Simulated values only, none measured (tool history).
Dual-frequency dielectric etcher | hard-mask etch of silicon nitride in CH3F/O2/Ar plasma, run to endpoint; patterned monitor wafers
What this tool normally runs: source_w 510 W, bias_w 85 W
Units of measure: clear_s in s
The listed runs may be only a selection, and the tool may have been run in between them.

run	hour	source_w	bias_w	wafers since the last listed run	hours since the last wet clean	hours since the last source power generator calibration	hours since the last bias power generator calibration	hours since the last upper electrode change	incoming incoming film thickness, nm	clear_s
1	0	510	85	0	60.9	3921.9	2602.6	4759.4	38.88	52.4
2	32.8	510	85	442	93.7	3954.7	2635.4	4792.2	39.01	53.9
3	52.1	510	85	260	113	3974	2654.7	4811.5	39.28	53.6
4	78.5	510	75	356	139.4	4000.4	2681.1	4837.9	39.24	56.6
5	109.5	510	75	418	170.4	4031.4	2712.1	4868.9	39.18	56.1
6	131.9	510	75	302	192.8	4053.8	2734.5	4891.3	38.98	56.1
# hour 158.1: upper electrode replaced
# hour 161.6: source power generator calibrated
7	162.1	510	85	36	223	0.5	2764.7	4	38.77	54.1
8	194.1	450	104	431	255	32.5	2796.7	36	39.29	51.7
9	223.8	470	74	400	284.7	62.2	2826.4	65.7	39.21	59.5
10	244.5	610	75	279	305.4	82.9	2847.1	86.4	39.07	55.1
# hour 281.2: wet clean of the chamber
11	281.7	510	70	178	0.5	120.1	2884.3	123.6	38.97	57.2
# hour 291.1: bias power generator calibrated
12	294.4	550	76	117	13.2	132.8	3.3	136.3	38.77	53.2
13	328	510	85	453	46.8	166.4	36.9	169.9	39.1	52.9
14	349.4	470	97	288	68.2	187.8	58.3	191.3	39	50.9
15	370	510	85	278	88.8	208.4	78.9	211.9	39.37	53.1

Branching from run 15: 3 alternative next runs. What would each branch give?
A	370.4	510	85	5	89.2	208.8	79.3	212.3	38.83	?
B	370.4	480	66	5	89.2	208.8	79.3	212.3	38.83	?
C	370.4	600	65	5	89.2	208.8	79.3	212.3	38.83	?

run	clear_s
A	52.4
B	59.2
C	56
Stripped of hidden state, with their random variation kept, the same runs would have yielded:
run	clear_s
A	51.7
B	58.4
C	55.3

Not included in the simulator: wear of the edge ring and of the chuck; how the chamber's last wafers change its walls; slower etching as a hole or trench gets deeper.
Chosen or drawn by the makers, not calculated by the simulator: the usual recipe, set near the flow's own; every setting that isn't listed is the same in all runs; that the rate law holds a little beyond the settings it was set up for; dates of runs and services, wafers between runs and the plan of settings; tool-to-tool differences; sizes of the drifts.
